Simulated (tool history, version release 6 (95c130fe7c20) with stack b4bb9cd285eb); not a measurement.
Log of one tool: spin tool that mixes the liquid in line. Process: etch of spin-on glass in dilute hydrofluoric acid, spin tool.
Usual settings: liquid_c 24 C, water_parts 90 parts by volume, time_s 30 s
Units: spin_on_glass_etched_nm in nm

| run | hour | liquid_c | water_parts | time_s | wafers since the last listed run | hours since the thermometer was replaced | hours since the hydrofluoric acid flow meter was replaced | hours since the gauge calibration | read-back film thickness of the spin-on glass reference wafer, read on the same gauge (nm) | spin_on_glass_etched_nm |
|---|---|---|---|---|---|---|---|---|---|---|
| 1 | 0 | 24 | 90 | 30 | 0 | 399.2 | 576.1 | 1602.5 | 39.99 | 14.35 |
|  | 82.9 | hydrofluoric acid flow meter replaced |
| 2 | 85 | 24 | 90 | 30 | 1657 | 484.2 | 2.1 | 1687.5 | 40.03 | 14.38 |
| 3 | 132.9 | 24 | 90 | 30 | 945 | 532.1 | 50 | 1735.4 | 40.01 | 14.43 |
| 4 | 180.2 | 24 | 90 | 30 | 933 | 579.4 | 97.3 | 1782.7 | 40.01 | 14.42 |
| 5 | 271.6 | 24 | 90 | 30 | 1803 | 670.8 | 188.7 | 1874.1 | 40.01 | 14.59 |
| 6 | 338.4 | 24 | 90 | 30 | 1318 | 737.6 | 255.5 | 1940.9 | 40.03 | 14.38 |
| 7 | 390 | 24 | 90 | 30 | 1018 | 789.2 | 307.1 | 1992.5 | 40.02 | 14.45 |
| 8 | 458.8 | 24 | 90 | 30 | 1357 | 858 | 375.9 | 2061.3 | 39.98 | 14.54 |
|  | 461.2 | thermometer replaced |
| 9 | 546.4 | 26.5 | 90 | 30 | 1709 | 85.2 | 463.5 | 2148.9 | 40 | 16.13 |
| 10 | 619.9 | 26.5 | 90 | 30 | 1450 | 158.7 | 537 | 2222.4 | 40 | 16.12 |
| 11 | 689.3 | 25 | 90 | 30 | 1369 | 228.1 | 606.4 | 2291.8 | 39.99 | 15.23 |
|  | 704.7 | hydrofluoric acid flow meter replaced |
| 12 | 789.9 | 22.5 | 135 | 50 | 1965 | 328.7 | 85.2 | 2392.4 | 40.04 | 14.38 |
|  | 814.3 | gauge calibrated |
| 13 | 848.9 | 24 | 75 | 45 | 1164 | 387.7 | 144.2 | 34.6 | 40.02 | 26.4 |
| 14 | 933.8 | 24 | 90 | 30 | 1675 | 472.6 | 229.1 | 119.5 | 40.02 | 14.72 |
| 15 | 1020 | 24 | 90 | 30 | 1701 | 558.8 | 315.3 | 205.7 | 40.03 | 14.65 |
| 16 | 1111.4 | 21 | 90 | 40 | 1803 | 650.2 | 406.7 | 297.1 | 39.99 | 17.44 |
| 17 | 1181.5 | 24 | 120 | 30 | 1383 | 720.3 | 476.8 | 367.2 | 40 | 10.43 |
|  | 1225.2 | thermometer replaced |
| 18 | 1242.1 | 24 | 90 | 30 | 1176 | 16.9 | 537.4 | 427.8 | 39.96 | 14.53 |
|  | 1277.2 | hydrofluoric acid flow meter replaced |
| 19 | 1315.7 | 21.5 | 90 | 40 | 1432 | 90.5 | 38.5 | 501.4 | 39.98 | 17.48 |
| 20 | 1407.5 | 24 | 110 | 30 | 1811 | 182.3 | 130.3 | 593.2 | 40 | 11.5 |
| 21 | 1468.1 | 21 | 90 | 15 | 1196 | 242.9 | 190.9 | 653.8 | 40.02 | 6.36 |
| 22 | 1660.6 | 26 | 90 | 20 | 3799 | 435.4 | 383.4 | 846.3 | 39.97 | 10.43 |
| 23 | 1877.7 | 22.5 | 70 | 30 | 4284 | 652.5 | 600.5 | 1063.4 | 39.98 | 18.15 |

Forecast each of these 5 alternatives for the next run:
| A | 1878.1 | 25.5 | 90 | 30 | 7 | 652.9 | 600.9 | 1063.8 | ? | ? |
| B | 1878.1 | 24 | 90 | 35 | 7 | 652.9 | 600.9 | 1063.8 | ? | ? |
| C | 1878.1 | 22.5 | 105 | 30 | 7 | 652.9 | 600.9 | 1063.8 | ? | ? |
| D | 1878.1 | 19.5 | 70 | 15 | 7 | 652.9 | 600.9 | 1063.8 | ? | ? |
| E | 1878.1 | 28 | 70 | 30 | 7 | 652.9 | 600.9 | 1063.8 | ? | ? |

| run | read-back film thickness of the spin-on glass reference wafer, read on the same gauge (nm) | spin_on_glass_etched_nm |
|---|---|---|
| A | 40 | 15.44 |
| B | 40 | 16.98 |
| C | 40 | 11.53 |
| D | 40 | 7.97 |
| E | 40 | 22.5 |
Without the tool's hidden state the same runs would have given:
| run | spin_on_glass_etched_nm |
|---|---|
| A | 15.44 |
| B | 16.98 |
| C | 11.53 |
| D | 7.97 |
| E | 22.5 |
